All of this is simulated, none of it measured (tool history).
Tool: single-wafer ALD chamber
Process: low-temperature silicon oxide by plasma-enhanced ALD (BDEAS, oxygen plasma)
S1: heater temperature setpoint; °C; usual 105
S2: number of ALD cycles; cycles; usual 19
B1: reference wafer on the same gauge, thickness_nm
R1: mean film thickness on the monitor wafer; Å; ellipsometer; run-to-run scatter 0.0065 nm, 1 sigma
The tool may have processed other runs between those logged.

run 1 hour=0 | S1=95 S2=18 | B1=2.627 | R1=25.09
run 2 hour=35.2 | S1=95 S2=18 | B1=2.624 | R1=25.11
run 3 hour=114.1 | S1=95 S2=18 | B1=2.62 | R1=25.22
run 4 hour=137.9 | S1=114 S2=19 | B1=2.619 | R1=25.58
run 5 hour=204.1 | S1=114 S2=19 | B1=2.62 | R1=25.41
run 6 hour=234.9 | S1=98 S2=18 | B1=2.618 | R1=24.78
run 7 hour=261.8 | S1=98 S2=18 | B1=2.616 | R1=24.81
run 8 hour=284.4 | S1=105 S2=18 | B1=2.616 | R1=24.49
run 9 hour=317.5 | S1=105 S2=18 | B1=2.615 | R1=24.37
run 10 hour=345.6 | S1=105 S2=18 | B1=2.613 | R1=24.4
run 11 hour=361 | S1=99 S2=16 | B1=2.614 | R1=21.96
-- hour=382.3 thermocouple changed; heater temperature recalibrated
run 12 hour=382.8 | S1=99 S2=16 | B1=2.614 | R1=21.97
run 13 hour=405.8 | S1=105 S2=19 | B1=2.608 | R1=25.61
run 14 hour=429.3 | S1=105 S2=19 | B1=2.605 | R1=25.66
run 15 hour=459.9 | S1=105 S2=18 | B1=2.604 | R1=24.44
run 16 hour=492.8 | S1=90 S2=16 | B1=2.604 | R1=22.43
run 17 hour=509.1 | S1=96 S2=17 | B1=2.604 | R1=23.49
run 18 hour=521.9 | S1=105 S2=21 | B1=2.603 | R1=28.35
-- hour=538 gauge calibrated
run 19 hour=542.2 | S1=119 S2=22 | B1=2.624 | R1=29.33
run 20 hour=567 | S1=116 S2=17 | B1=2.627 | R1=22.71
run 21 hour=658.6 | S1=105 S2=19 | B1=2.627 | R1=25.98
run 22 hour=686.2 | S1=100 S2=19 | B1=2.625 | R1=26.03
run 23 hour=711.8 | S1=105 S2=20 | B1=2.621 | R1=27.43
run 24 hour=746.2 | S1=98 S2=19 | B1=2.625 | R1=26.29
run 25 hour=769.5 | S1=110 S2=21 | B1=2.621 | R1=28.53
run 26 hour=785.8 | S1=105 S2=19 | B1=2.627 | R1=26.01
run 27 hour=798.9 | S1=105 S2=19 | B1=2.625 | R1=25.99
run 28 hour=834.5 | S1=113 S2=18 | B1=2.624 | R1=24.38
run 29 hour=864.8 | S1=110 S2=19 | B1=2.622 | R1=25.69

Predict each of these 4 candidate next runs independently; none follows another, all start after run 29:
run A hour=865.2 | S1=91 S2=19 | B1=? | R1=?
run B hour=865.2 | S1=91 S2=18 | B1=? | R1=?
run C hour=865.2 | S1=116 S2=19 | B1=? | R1=?
run D hour=865.2 | S1=119 S2=17 | B1=? | R1=?

run=A B1=2.623 R1=26.95
run=B B1=2.623 R1=25.53
run=C B1=2.623 R1=25.56
run=D B1=2.623 R1=22.75
Take away the tool's hidden state, keep each run's random variation, and the runs would have read:
run=A R1=27.02
run=B R1=25.6
run=C R1=25.63
run=D R1=22.82
